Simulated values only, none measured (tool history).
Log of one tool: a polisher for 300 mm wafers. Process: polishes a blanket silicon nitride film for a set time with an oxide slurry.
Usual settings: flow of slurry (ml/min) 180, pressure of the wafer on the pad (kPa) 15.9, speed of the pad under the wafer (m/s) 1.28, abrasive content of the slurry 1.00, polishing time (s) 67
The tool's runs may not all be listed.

| run | hour | flow of slurry (ml/min) | pressure of the wafer on the pad (kPa) | speed of the pad under the wafer (m/s) | abrasive content of the slurry | polishing time (s) | incoming thickness of the incoming film, nm | film removed (nm) |
|---|---|---|---|---|---|---|---|---|
| 1 | 0.0 | 180 | 15.9 | 1.28 | 1.00 | 67 | 476.9 | 28.1 |
| 2 | 24.5 | 180 | 15.9 | 1.28 | 1.00 | 67 | 482.9 | 28.2 |
| 3 | 45.7 | 180 | 15.9 | 1.28 | 1.00 | 67 | 482.9 | 28.2 |
|  | 55.8 | slurry blender recalibrated |
| 4 | 77.1 | 180 | 15.9 | 1.28 | 1.00 | 67 | 480.3 | 28.1 |
| 5 | 111.9 | 180 | 15.9 | 1.28 | 1.00 | 67 | 476.7 | 28.1 |
|  | 120.7 | worn pad replaced by a new one |
| 6 | 126.6 | 180 | 15.9 | 1.28 | 1.00 | 67 | 480.1 | 28.5 |
| 7 | 156.0 | 180 | 15.9 | 1.28 | 1.20 | 46 | 480.6 | 20.4 |
| 8 | 169.3 | 180 | 18.6 | 1.28 | 1.25 | 67 | 485.3 | 34.6 |
|  | 187.3 | head pressure recalibrated |
| 9 | 190.7 | 180 | 19.3 | 0.92 | 1.00 | 67 | 484.4 | 23.8 |
| 10 | 219.1 | 195 | 14.5 | 1.60 | 0.85 | 67 | 474.6 | 27.2 |
| 11 | 235.7 | 180 | 15.9 | 1.28 | 1.00 | 79 | 478.1 | 29.8 |
| 12 | 264.5 | 180 | 15.9 | 0.90 | 1.00 | 67 | 477.6 | 19.4 |
|  | 289.1 | slurry nozzle cleaned |
| 13 | 291.1 | 180 | 15.9 | 1.28 | 1.00 | 67 | 478.6 | 25.6 |
|  | 305.5 | conditioning disc replaced and pad reconditioned |
| 14 | 313.6 | 180 | 15.9 | 1.28 | 1.00 | 67 | 474.8 | 27.5 |
|  | 338.5 | worn pad replaced by a new one |
| 15 | 349.2 | 215 | 17.9 | 1.58 | 1.00 | 67 | 481.2 | 37.1 |
| 16 | 381.1 | 180 | 15.9 | 1.28 | 1.00 | 67 | 476.7 | 28.1 |
| 17 | 395.7 | 180 | 18.6 | 1.28 | 0.75 | 67 | 481.1 | 29.1 |
|  | 414.8 | slurry blender recalibrated |
| 18 | 423.2 | 115 | 13.1 | 1.28 | 0.75 | 60 | 480.8 | 18.2 |
| 19 | 458.5 | 180 | 13.1 | 1.28 | 1.00 | 67 | 483.8 | 23.8 |
| 20 | 543.7 | 155 | 15.9 | 1.46 | 1.10 | 56 | 475.1 | 26.6 |
| 21 | 568.6 | 180 | 17.2 | 1.28 | 1.10 | 49 | 474.4 | 22.6 |
|  | 576.4 | worn pad replaced by a new one |
| 22 | 593.3 | 180 | 17.2 | 1.50 | 1.30 | 67 | 475.3 | 36.6 |
|  | 629.7 | conditioning disc replaced and pad reconditioned |
| 23 | 630.2 | 240 | 15.9 | 1.00 | 1.00 | 56 | 479.9 | 20.2 |
| 24 | 643.2 | 180 | 19.3 | 0.98 | 1.00 | 67 | 485.7 | 28.2 |
| 25 | 675.6 | 180 | 20.7 | 1.64 | 0.70 | 67 | 481.5 | 39.5 |
| 26 | 693.7 | 205 | 15.9 | 1.28 | 1.00 | 52 | 473.0 | 23.6 |
| 27 | 719.7 | 180 | 15.9 | 1.28 | 1.00 | 45 | 488.8 | 20.1 |

Forecast each of these 3 alternatives for the next run:
| A | 720.1 | 180 | 15.9 | 1.28 | 1.00 | 67 | 474.6 | ? |
| B | 720.1 | 195 | 17.9 | 1.64 | 1.30 | 67 | 474.6 | ? |
| C | 720.1 | 180 | 11.0 | 0.84 | 1.00 | 67 | 474.6 | ? |

| run | film removed (nm) |
|---|---|
| A | 29.8 |
| B | 44.8 |
| C | 15.5 |
Without the tool's hidden state the same runs would have given:
| run | film removed (nm) |
|---|---|
| A | 27.0 |
| B | 40.8 |
| C | 14.1 |
